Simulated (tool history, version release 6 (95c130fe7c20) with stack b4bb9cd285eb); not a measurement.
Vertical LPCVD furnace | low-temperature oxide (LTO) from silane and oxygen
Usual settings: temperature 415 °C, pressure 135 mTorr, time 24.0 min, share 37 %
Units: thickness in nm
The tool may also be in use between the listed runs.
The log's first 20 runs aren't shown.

run,hour,temperature,pressure,time,share,wafers since the last listed run,hours since the last temperature calibration,hours since the pressure gauge was zeroed,hours since the silane flow controller was replaced,hours since the gauge calibration,"read-back reference wafer on the same gauge, thickness",thickness
21,474.7,407,135,20.0,37,446,215.5,203.1,241.0,38.6,161.01,111.77
22,491.8,422,135,30.5,32,309,232.6,220.2,258.1,55.7,160.91,166.23
23,514.2,405,135,32.0,31,404,255.0,242.6,280.5,78.1,160.98,138.20
24,546.5,422,135,24.0,42,583,287.3,274.9,312.8,110.4,160.95,183.43
25,561.3,420,135,24.0,37,267,302.1,289.7,327.6,125.2,160.90,154.38
26,580.2,422,135,24.0,37,341,321.0,308.6,346.5,144.1,160.98,157.80
27,597.9,415,135,24.0,37,319,338.7,326.3,364.2,161.8,160.96,147.34
28,633.8,425,105,28.5,37,648,374.6,362.2,400.1,197.7,161.11,150.68
29,669.1,415,135,24.0,37,638,409.9,397.5,435.4,233.0,160.97,146.38
30,695.7,415,135,19.5,37,480,436.5,424.1,462.0,259.6,160.91,119.56
31,727.5,415,105,24.0,33,574,468.3,455.9,493.8,291.4,160.94,98.89

Forecast each of these 4 alternatives for the next run:
A,732.1,415,135,24.0,30,83,472.9,460.5,498.4,296.0,?,?
B,732.1,420,160,24.0,37,83,472.9,460.5,498.4,296.0,?,?
C,732.1,406,135,24.0,37,83,472.9,460.5,498.4,296.0,?,?
D,732.1,420,150,19.5,37,83,472.9,460.5,498.4,296.0,?,?

run,"read-back reference wafer on the same gauge, thickness",thickness
A,160.94,110.91
B,160.94,183.17
C,160.94,133.05
D,160.94,139.52
Without the tool's hidden state the same runs would have given:
run,thickness
A,109.93
B,181.67
C,131.90
D,138.38
